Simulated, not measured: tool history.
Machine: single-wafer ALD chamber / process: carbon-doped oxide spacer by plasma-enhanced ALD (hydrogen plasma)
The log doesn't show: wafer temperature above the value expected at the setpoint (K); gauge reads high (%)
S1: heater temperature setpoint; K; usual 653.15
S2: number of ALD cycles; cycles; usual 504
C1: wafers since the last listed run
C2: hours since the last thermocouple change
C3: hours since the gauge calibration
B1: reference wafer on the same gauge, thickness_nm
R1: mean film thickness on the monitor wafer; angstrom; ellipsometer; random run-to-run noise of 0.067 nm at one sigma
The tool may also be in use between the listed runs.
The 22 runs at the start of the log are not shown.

Run 23, hour 1661.8: usual settings but S1 668.15 K; C1 34; C2 2692.8; C3 2149.4; B1 31.583. Result: R1 268.64 angstrom.
Run 24, hour 1775.7: usual settings but S1 664.15 K, S2 477 cycles; C1 95; C2 2806.7; C3 2263.3; B1 31.584. Result: R1 254.79 angstrom.
Run 25, hour 1873.4: usual settings but S2 420 cycles; C1 81; C2 2904.4; C3 2361; B1 31.608. Result: R1 225.06 angstrom.
Run 26, hour 1945.3: usual settings but S1 641.15 K, S2 446 cycles; C1 60; C2 2976.3; C3 2432.9; B1 31.572. Result: R1 237.68 angstrom.
Run 27, hour 2032: usual settings but S1 642.15 K, S2 452 cycles; C1 72; C2 3063; C3 2519.6; B1 31.61. Result: R1 242.26 angstrom.
Run 28, hour 2084.3: usual settings but S1 641.15 K; C1 43; C2 3115.3; C3 2571.9; B1 31.643. Result: R1 269.09 angstrom.
At hour 2149.1: gauge calibrated.
At hour 2218.1: thermocouple changed; heater temperature recalibrated.
Run 29, hour 2218.6: usual settings; C1 105; C2 0.5; C3 69.5; B1 31.609. Result: R1 269.09 angstrom.
Run 30, hour 2257.6: usual settings; C1 32; C2 39.5; C3 108.5; B1 31.603. Result: R1 270.09 angstrom.
Run 31, hour 2301.9: usual settings but S1 665.15 K; C1 36; C2 83.8; C3 152.8; B1 31.594. Result: R1 269.11 angstrom.
Run 32, hour 2409.3: usual settings; C1 89; C2 191.2; C3 260.2; B1 31.605. Result: R1 271.04 angstrom.
Run 33, hour 2460.2: usual settings but S1 662.15 K, S2 426 cycles; C1 42; C2 242.1; C3 311.1; B1 31.603. Result: R1 228.53 angstrom.
Run 34, hour 2506.9: usual settings but S1 646.15 K, S2 429 cycles; C1 38; C2 288.8; C3 357.8; B1 31.589. Result: R1 230.32 angstrom.
Run 35, hour 2549.7: usual settings but S1 665.15 K; C1 35; C2 331.6; C3 400.6; B1 31.572. Result: R1 269.59 angstrom.
Run 36, hour 2848.4: usual settings but S1 647.15 K, S2 604 cycles; C1 249; C2 630.3; C3 699.3; B1 31.606. Result: R1 324.12 angstrom.

Alternative continuations, all from the tool just after run 36; predict every row:
Run A, hour 2849.6: usual settings but S1 659.15 K; C1 1; C2 631.5; C3 700.5; B1 ?. Result: R1 ?.
Run B, hour 2849.6: usual settings but S1 658.15 K, S2 443 cycles; C1 1; C2 631.5; C3 700.5; B1 ?. Result: R1 ?.
Run C, hour 2849.6: usual settings but S1 662.15 K, S2 596 cycles; C1 1; C2 631.5; C3 700.5; B1 ?. Result: R1 ?.

run      B1      R1
  A  31.603  267.94
  B  31.603  235.52
  C  31.603  316.86
Without the tool's unlogged condition, the same runs would have read:
run      R1
  A  267.94
  B  235.52
  C  316.86

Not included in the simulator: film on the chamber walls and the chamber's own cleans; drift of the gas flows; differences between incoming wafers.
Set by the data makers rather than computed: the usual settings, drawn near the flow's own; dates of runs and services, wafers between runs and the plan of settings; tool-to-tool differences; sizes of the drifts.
